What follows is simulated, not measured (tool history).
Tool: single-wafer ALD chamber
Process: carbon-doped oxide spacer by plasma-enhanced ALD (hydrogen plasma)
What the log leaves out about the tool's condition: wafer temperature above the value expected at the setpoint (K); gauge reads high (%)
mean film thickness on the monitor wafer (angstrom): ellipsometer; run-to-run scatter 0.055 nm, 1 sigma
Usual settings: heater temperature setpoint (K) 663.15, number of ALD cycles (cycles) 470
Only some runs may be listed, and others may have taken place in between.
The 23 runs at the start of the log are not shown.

run,day,heater temperature setpoint (K),number of ALD cycles (cycles),wafers since the last listed run,hours since the last thermocouple change,hours since the gauge calibration,"read-back reference wafer on the same gauge, thickness_nm",mean film thickness on the monitor wafer (angstrom)
24,25.188,663.15,470,21,52.0,772.1,23.176,225.72
25,25.829,673.15,446,17,67.4,787.5,23.170,213.58
26,27.012,663.15,470,32,95.8,815.9,23.189,225.58
# day 27.496: gauge calibrated
27,28.254,663.15,443,34,125.6,18.2,22.794,208.99
28,29.196,670.15,440,26,148.2,40.8,22.839,207.95
29,29.754,670.15,530,15,161.6,54.2,22.855,251.09
30,30.821,669.15,470,29,187.2,79.8,22.877,221.10
31,31.750,663.15,470,25,209.5,102.1,22.926,222.31
32,32.871,663.15,470,30,236.4,129.0,22.935,223.48
33,34.192,677.15,433,36,268.1,160.7,22.995,204.67
34,34.692,651.15,470,13,280.1,172.7,23.026,222.87
35,35.521,663.15,470,22,300.0,192.6,23.007,223.35
36,36.046,670.15,497,14,312.6,205.2,23.005,235.94

Alternative continuations, all from the tool just after run 36; predict every row:
A,36.092,663.15,470,1,313.7,206.3,?,?
B,36.092,676.15,553,1,313.7,206.3,?,?
C,36.092,656.15,543,1,313.7,206.3,?,?
D,36.092,655.15,553,1,313.7,206.3,?,?
E,36.092,648.15,382,1,313.7,206.3,?,?

run,"read-back reference wafer on the same gauge, thickness_nm",mean film thickness on the monitor wafer (angstrom)
A,23.012,223.50
B,23.012,261.83
C,23.012,258.21
D,23.012,262.97
E,23.012,181.65
Without the tool's unlogged condition, the same runs would have read:
run,mean film thickness on the monitor wafer (angstrom)
A,220.40
B,258.20
C,254.63
D,259.32
E,179.13
